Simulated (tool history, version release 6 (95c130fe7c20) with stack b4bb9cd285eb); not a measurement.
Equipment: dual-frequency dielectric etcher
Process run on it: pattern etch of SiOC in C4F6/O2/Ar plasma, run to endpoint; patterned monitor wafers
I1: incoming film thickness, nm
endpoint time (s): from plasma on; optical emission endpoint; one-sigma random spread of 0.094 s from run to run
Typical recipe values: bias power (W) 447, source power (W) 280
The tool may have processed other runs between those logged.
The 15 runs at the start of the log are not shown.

{"hour": 1152.1, "done": "upper electrode replaced"}
{"run": 16, "hour": 1164.2, "bias power (W)": 447, "source power (W)": 280, "I1": 44.75, "endpoint time (s)": 19.0}
{"run": 17, "hour": 1250.9, "bias power (W)": 528, "source power (W)": 250, "I1": 44.73, "endpoint time (s)": 18.7}
{"run": 18, "hour": 1347.1, "bias power (W)": 518, "source power (W)": 250, "I1": 44.74, "endpoint time (s)": 19.0}
{"run": 19, "hour": 1415.6, "bias power (W)": 447, "source power (W)": 280, "I1": 44.37, "endpoint time (s)": 18.4}
{"run": 20, "hour": 1491.7, "bias power (W)": 374, "source power (W)": 280, "I1": 44.97, "endpoint time (s)": 19.5}
{"hour": 1516.2, "done": "wet clean of the chamber"}
{"hour": 1613.4, "done": "source power generator calibrated"}
{"run": 21, "hour": 1771.2, "bias power (W)": 447, "source power (W)": 280, "I1": 44.88, "endpoint time (s)": 19.2}
{"run": 22, "hour": 1830.2, "bias power (W)": 447, "source power (W)": 280, "I1": 44.66, "endpoint time (s)": 19.1}
{"run": 23, "hour": 1932.5, "bias power (W)": 447, "source power (W)": 280, "I1": 44.78, "endpoint time (s)": 18.9}
{"run": 24, "hour": 1989.1, "bias power (W)": 367, "source power (W)": 230, "I1": 44.44, "endpoint time (s)": 21.2}
{"run": 25, "hour": 2065.8, "bias power (W)": 379, "source power (W)": 340, "I1": 44.22, "endpoint time (s)": 17.9}
{"run": 26, "hour": 2155.0, "bias power (W)": 528, "source power (W)": 250, "I1": 44.67, "endpoint time (s)": 18.5}
{"hour": 2211.2, "done": "wet clean of the chamber"}
{"run": 27, "hour": 2212.2, "bias power (W)": 541, "source power (W)": 320, "I1": 44.5, "endpoint time (s)": 17.8}
{"run": 28, "hour": 2319.9, "bias power (W)": 503, "source power (W)": 220, "I1": 44.81, "endpoint time (s)": 20.9}
{"run": 29, "hour": 2406.6, "bias power (W)": 406, "source power (W)": 280, "I1": 44.41, "endpoint time (s)": 19.8}
{"run": 30, "hour": 2445.4, "bias power (W)": 414, "source power (W)": 240, "I1": 44.2, "endpoint time (s)": 20.5}
{"run": 31, "hour": 2541.6, "bias power (W)": 478, "source power (W)": 280, "I1": 44.61, "endpoint time (s)": 18.7}
{"run": 32, "hour": 2588.2, "bias power (W)": 530, "source power (W)": 310, "I1": 44.49, "endpoint time (s)": 17.4}
{"run": 33, "hour": 2665.5, "bias power (W)": 341, "source power (W)": 330, "I1": 44.56, "endpoint time (s)": 19.2}
{"run": 34, "hour": 2744.9, "bias power (W)": 495, "source power (W)": 230, "I1": 44.37, "endpoint time (s)": 19.4}
{"hour": 2771.3, "done": "wet clean of the chamber"}
{"hour": 2805.9, "done": "bias power generator calibrated"}
{"run": 35, "hour": 2832.0, "bias power (W)": 502, "source power (W)": 300, "I1": 44.17, "endpoint time (s)": 18.2}
{"run": 36, "hour": 2878.9, "bias power (W)": 498, "source power (W)": 250, "I1": 45.3, "endpoint time (s)": 19.7}

3 options for the next run, each taken on its own from the tool as it stands now. Forecast them:
{"run": "A", "hour": 2879.3, "bias power (W)": 447, "source power (W)": 220, "I1": 44.07, "endpoint time (s)": "?"}
{"run": "B", "hour": 2879.3, "bias power (W)": 353, "source power (W)": 250, "I1": 44.07, "endpoint time (s)": "?"}
{"run": "C", "hour": 2879.3, "bias power (W)": 447, "source power (W)": 350, "I1": 44.07, "endpoint time (s)": "?"}

run=A endpoint_time_(s)=20.9
run=B endpoint_time_(s)=21.1
run=C endpoint_time_(s)=17.6
Without the tool's unlogged condition, the same runs would have read:
run=A endpoint_time_(s)=21.0
run=B endpoint_time_(s)=21.2
run=C endpoint_time_(s)=17.7

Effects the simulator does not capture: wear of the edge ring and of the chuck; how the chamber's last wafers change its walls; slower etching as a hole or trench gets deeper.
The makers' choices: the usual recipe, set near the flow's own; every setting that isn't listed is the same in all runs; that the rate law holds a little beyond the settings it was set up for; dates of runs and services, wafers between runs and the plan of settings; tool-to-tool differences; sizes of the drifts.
